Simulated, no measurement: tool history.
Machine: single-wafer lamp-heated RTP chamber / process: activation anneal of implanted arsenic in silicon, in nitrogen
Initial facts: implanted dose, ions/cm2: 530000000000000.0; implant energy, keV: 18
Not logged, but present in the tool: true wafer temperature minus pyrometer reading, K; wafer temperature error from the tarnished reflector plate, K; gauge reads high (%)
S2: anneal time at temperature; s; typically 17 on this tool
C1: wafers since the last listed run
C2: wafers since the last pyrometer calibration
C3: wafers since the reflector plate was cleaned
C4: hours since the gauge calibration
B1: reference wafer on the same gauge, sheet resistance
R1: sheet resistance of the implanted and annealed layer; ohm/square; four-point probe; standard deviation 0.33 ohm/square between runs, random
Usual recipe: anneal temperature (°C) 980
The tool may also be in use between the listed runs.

run 1 hour=0.0 | anneal_temperature_(°C)=980 S2=17 | C1=0 C2=1500 C3=7070 C4=307.0 | B1=204.95 | R1=221.23
run 2 hour=34.5 | anneal_temperature_(°C)=980 S2=17 | C1=689 C2=2189 C3=7759 C4=341.5 | B1=204.94 | R1=221.59
run 3 hour=76.1 | anneal_temperature_(°C)=980 S2=17 | C1=831 C2=3021 C3=8590 C4=383.1 | B1=204.96 | R1=220.53
run 4 hour=143.3 | anneal_temperature_(°C)=962 S2=17 | C1=1342 C2=4363 C3=9933 C4=450.3 | B1=205.07 | R1=222.87
-- hour=162.7 pyrometer window cleaned and pyrometer calibrated
run 5 hour=183.5 | anneal_temperature_(°C)=980 S2=17 | C1=643 C2=414 C3=10576 C4=490.5 | B1=204.93 | R1=221.48
run 6 hour=230.9 | anneal_temperature_(°C)=980 S2=17 | C1=946 C2=1361 C3=11523 C4=537.9 | B1=205.08 | R1=221.45
run 7 hour=297.0 | anneal_temperature_(°C)=980 S2=17 | C1=1320 C2=2682 C3=12844 C4=604.0 | B1=205.09 | R1=221.00
-- hour=344.7 reflector plate cleaned
run 8 hour=364.9 | anneal_temperature_(°C)=980 S2=17 | C1=1196 C2=3878 C3=404 C4=671.9 | B1=204.98 | R1=220.85
run 9 hour=435.9 | anneal_temperature_(°C)=980 S2=17 | C1=1418 C2=5297 C3=1822 C4=742.9 | B1=205.03 | R1=221.23
-- hour=444.2 pyrometer window cleaned and pyrometer calibrated
run 10 hour=473.4 | anneal_temperature_(°C)=995 S2=17 | C1=589 C2=582 C3=2412 C4=780.4 | B1=205.00 | R1=218.97
run 11 hour=498.4 | anneal_temperature_(°C)=995 S2=17 | C1=499 C2=1082 C3=2911 C4=805.4 | B1=205.01 | R1=218.91
run 12 hour=554.2 | anneal_temperature_(°C)=995 S2=17 | C1=1114 C2=2196 C3=4026 C4=861.2 | B1=204.95 | R1=218.43
run 13 hour=620.9 | anneal_temperature_(°C)=973 S2=17 | C1=1332 C2=3529 C3=5359 C4=927.9 | B1=204.94 | R1=221.37
run 14 hour=684.5 | anneal_temperature_(°C)=973 S2=17 | C1=1270 C2=4800 C3=6629 C4=991.5 | B1=204.99 | R1=220.93
-- hour=720.4 pyrometer window cleaned and pyrometer calibrated, repeated, since the last time left the tool worse
-- hour=728.7 gauge calibrated
run 15 hour=737.8 | anneal_temperature_(°C)=963 S2=26 | C1=905 C2=346 C3=7534 C4=9.1 | B1=205.00 | R1=221.48
run 16 hour=802.0 | anneal_temperature_(°C)=1008 S2=27 | C1=1282 C2=1629 C3=8817 C4=73.3 | B1=204.97 | R1=214.14
run 17 hour=845.3 | anneal_temperature_(°C)=1000 S2=22 | C1=865 C2=2494 C3=9682 C4=116.6 | B1=205.11 | R1=217.13
run 18 hour=899.7 | anneal_temperature_(°C)=1001 S2=26 | C1=1086 C2=3581 C3=10769 C4=171.0 | B1=204.98 | R1=215.69
run 19 hour=927.7 | anneal_temperature_(°C)=980 S2=17 | C1=559 C2=4140 C3=11328 C4=199.0 | B1=205.05 | R1=221.36
run 20 hour=977.5 | anneal_temperature_(°C)=1005 S2=17 | C1=994 C2=5135 C3=12323 C4=248.8 | B1=205.08 | R1=218.14
-- hour=1019.6 reflector plate cleaned
-- hour=1024.8 pyrometer window cleaned and pyrometer calibrated
run 21 hour=1035.2 | anneal_temperature_(°C)=999 S2=17 | C1=889 C2=208 C3=208 C4=306.5 | B1=204.92 | R1=219.37
run 22 hour=1087.3 | anneal_temperature_(°C)=980 S2=22 | C1=1040 C2=1248 C3=1248 C4=358.6 | B1=204.97 | R1=220.13
run 23 hour=1143.1 | anneal_temperature_(°C)=980 S2=11 | C1=1114 C2=2363 C3=2363 C4=414.4 | B1=204.99 | R1=223.61
run 24 hour=1182.9 | anneal_temperature_(°C)=980 S2=9 | C1=795 C2=3158 C3=3158 C4=454.2 | B1=204.97 | R1=224.15
run 25 hour=1218.3 | anneal_temperature_(°C)=980 S2=17 | C1=707 C2=3866 C3=3866 C4=489.6 | B1=205.05 | R1=221.61
-- hour=1269.3 pyrometer window cleaned and pyrometer calibrated
run 26 hour=1289.9 | anneal_temperature_(°C)=980 S2=17 | C1=1270 C2=411 C3=5136 C4=561.2 | B1=204.87 | R1=222.41
run 27 hour=1333.9 | anneal_temperature_(°C)=988 S2=26 | C1=879 C2=1290 C3=6015 C4=605.2 | B1=204.99 | R1=218.55
run 28 hour=1376.8 | anneal_temperature_(°C)=980 S2=17 | C1=857 C2=2147 C3=6872 C4=648.1 | B1=204.88 | R1=221.25

Forecast each of these 4 alternatives for the next run:
run A hour=1377.2 | anneal_temperature_(°C)=980 S2=17 | C1=7 C2=2155 C3=6880 C4=648.5 | B1=? | R1=?
run B hour=1377.2 | anneal_temperature_(°C)=980 S2=21 | C1=7 C2=2155 C3=6880 C4=648.5 | B1=? | R1=?
run C hour=1377.2 | anneal_temperature_(°C)=954 S2=8 | C1=7 C2=2155 C3=6880 C4=648.5 | B1=? | R1=?
run D hour=1377.2 | anneal_temperature_(°C)=970 S2=8 | C1=7 C2=2155 C3=6880 C4=648.5 | B1=? | R1=?

run=A B1=205.01 R1=221.56
run=B B1=205.01 R1=220.41
run=C B1=205.01 R1=228.54
run=D B1=205.01 R1=226.49
With the hidden condition removed and each run's random variation left untouched, the same runs would have given:
run=A R1=221.92
run=B R1=220.82
run=C R1=229.14
run=D R1=226.82
